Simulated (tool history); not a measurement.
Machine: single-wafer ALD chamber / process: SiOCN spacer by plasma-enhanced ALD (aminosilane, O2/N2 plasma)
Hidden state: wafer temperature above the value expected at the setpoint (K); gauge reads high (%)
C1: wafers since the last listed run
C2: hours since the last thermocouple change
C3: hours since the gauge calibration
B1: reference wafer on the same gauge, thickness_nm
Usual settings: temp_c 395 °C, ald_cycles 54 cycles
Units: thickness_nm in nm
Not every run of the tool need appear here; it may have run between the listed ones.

{"run": 1, "hour": 0.0, "temp_c": 395, "ald_cycles": 52, "C1": 0, "C2": 1574.0, "C3": 305.7, "B1": 3.588, "thickness_nm": 2.928}
{"run": 2, "hour": 33.4, "temp_c": 407, "ald_cycles": 48, "C1": 205, "C2": 1607.4, "C3": 339.1, "B1": 3.593, "thickness_nm": 2.666}
{"run": 3, "hour": 48.3, "temp_c": 401, "ald_cycles": 54, "C1": 91, "C2": 1622.3, "C3": 354.0, "B1": 3.589, "thickness_nm": 3.036}
{"run": 4, "hour": 74.4, "temp_c": 400, "ald_cycles": 54, "C1": 160, "C2": 1648.4, "C3": 380.1, "B1": 3.589, "thickness_nm": 3.035}
{"run": 5, "hour": 96.1, "temp_c": 388, "ald_cycles": 54, "C1": 133, "C2": 1670.1, "C3": 401.8, "B1": 3.591, "thickness_nm": 3.037}
{"run": 6, "hour": 112.3, "temp_c": 388, "ald_cycles": 54, "C1": 99, "C2": 1686.3, "C3": 418.0, "B1": 3.592, "thickness_nm": 3.048}
{"run": 7, "hour": 147.3, "temp_c": 395, "ald_cycles": 54, "C1": 215, "C2": 1721.3, "C3": 453.0, "B1": 3.586, "thickness_nm": 3.039}
{"run": 8, "hour": 197.2, "temp_c": 395, "ald_cycles": 54, "C1": 307, "C2": 1771.2, "C3": 502.9, "B1": 3.588, "thickness_nm": 3.032}
{"run": 9, "hour": 229.6, "temp_c": 395, "ald_cycles": 54, "C1": 199, "C2": 1803.6, "C3": 535.3, "B1": 3.595, "thickness_nm": 3.04}
{"run": 10, "hour": 245.0, "temp_c": 385, "ald_cycles": 63, "C1": 94, "C2": 1819.0, "C3": 550.7, "B1": 3.592, "thickness_nm": 3.536}
{"run": 11, "hour": 280.5, "temp_c": 395, "ald_cycles": 47, "C1": 218, "C2": 1854.5, "C3": 586.2, "B1": 3.589, "thickness_nm": 2.658}
{"run": 12, "hour": 306.9, "temp_c": 395, "ald_cycles": 47, "C1": 162, "C2": 1880.9, "C3": 612.6, "B1": 3.586, "thickness_nm": 2.654}
{"run": 13, "hour": 342.5, "temp_c": 395, "ald_cycles": 47, "C1": 219, "C2": 1916.5, "C3": 648.2, "B1": 3.589, "thickness_nm": 2.65}
{"run": 14, "hour": 364.3, "temp_c": 395, "ald_cycles": 54, "C1": 134, "C2": 1938.3, "C3": 670.0, "B1": 3.591, "thickness_nm": 3.046}
{"run": 15, "hour": 378.2, "temp_c": 401, "ald_cycles": 64, "C1": 85, "C2": 1952.2, "C3": 683.9, "B1": 3.59, "thickness_nm": 3.6}
{"run": 16, "hour": 401.5, "temp_c": 408, "ald_cycles": 58, "C1": 143, "C2": 1975.5, "C3": 707.2, "B1": 3.59, "thickness_nm": 3.215}
{"run": 17, "hour": 434.2, "temp_c": 403, "ald_cycles": 54, "C1": 201, "C2": 2008.2, "C3": 739.9, "B1": 3.589, "thickness_nm": 3.022}
{"run": 18, "hour": 465.5, "temp_c": 410, "ald_cycles": 49, "C1": 192, "C2": 2039.5, "C3": 771.2, "B1": 3.592, "thickness_nm": 2.699}
{"run": 19, "hour": 495.8, "temp_c": 401, "ald_cycles": 48, "C1": 186, "C2": 2069.8, "C3": 801.5, "B1": 3.586, "thickness_nm": 2.704}
{"hour": 516.5, "done": "thermocouple changed; heater temperature recalibrated"}
{"run": 20, "hour": 529.9, "temp_c": 395, "ald_cycles": 54, "C1": 160, "C2": 13.4, "C3": 835.6, "B1": 3.592, "thickness_nm": 3.043}
{"run": 21, "hour": 563.2, "temp_c": 395, "ald_cycles": 54, "C1": 204, "C2": 46.7, "C3": 868.9, "B1": 3.592, "thickness_nm": 3.05}
{"hour": 564.9, "done": "gauge calibrated"}
{"run": 22, "hour": 589.4, "temp_c": 401, "ald_cycles": 48, "C1": 161, "C2": 72.9, "C3": 24.5, "B1": 3.591, "thickness_nm": 2.688}
{"run": 23, "hour": 613.4, "temp_c": 387, "ald_cycles": 63, "C1": 147, "C2": 96.9, "C3": 48.5, "B1": 3.588, "thickness_nm": 3.572}
{"run": 24, "hour": 645.3, "temp_c": 382, "ald_cycles": 60, "C1": 196, "C2": 128.8, "C3": 80.4, "B1": 3.588, "thickness_nm": 3.386}
{"run": 25, "hour": 659.9, "temp_c": 384, "ald_cycles": 54, "C1": 89, "C2": 143.4, "C3": 95.0, "B1": 3.588, "thickness_nm": 3.033}
{"run": 26, "hour": 686.3, "temp_c": 404, "ald_cycles": 65, "C1": 162, "C2": 169.8, "C3": 121.4, "B1": 3.592, "thickness_nm": 3.629}
{"run": 27, "hour": 700.2, "temp_c": 386, "ald_cycles": 46, "C1": 85, "C2": 183.7, "C3": 135.3, "B1": 3.593, "thickness_nm": 2.588}
{"run": 28, "hour": 736.2, "temp_c": 388, "ald_cycles": 51, "C1": 221, "C2": 219.7, "C3": 171.3, "B1": 3.59, "thickness_nm": 2.875}

4 options for the next run, each taken on its own from the tool as it stands now. Forecast them:
{"run": "A", "hour": 736.7, "temp_c": 395, "ald_cycles": 63, "C1": 3, "C2": 220.2, "C3": 171.8, "B1": "?", "thickness_nm": "?"}
{"run": "B", "hour": 736.7, "temp_c": 404, "ald_cycles": 46, "C1": 3, "C2": 220.2, "C3": 171.8, "B1": "?", "thickness_nm": "?"}
{"run": "C", "hour": 736.7, "temp_c": 388, "ald_cycles": 45, "C1": 3, "C2": 220.2, "C3": 171.8, "B1": "?", "thickness_nm": "?"}
{"run": "D", "hour": 736.7, "temp_c": 406, "ald_cycles": 45, "C1": 3, "C2": 220.2, "C3": 171.8, "B1": "?", "thickness_nm": "?"}

run=A B1=3.590 thickness_nm=3.542
run=B B1=3.590 thickness_nm=2.563
run=C B1=3.590 thickness_nm=2.530
run=D B1=3.590 thickness_nm=2.494
What these runs would have given with no unlogged condition in the tool:
run=A thickness_nm=3.542
run=B thickness_nm=2.563
run=C thickness_nm=2.530
run=D thickness_nm=2.494

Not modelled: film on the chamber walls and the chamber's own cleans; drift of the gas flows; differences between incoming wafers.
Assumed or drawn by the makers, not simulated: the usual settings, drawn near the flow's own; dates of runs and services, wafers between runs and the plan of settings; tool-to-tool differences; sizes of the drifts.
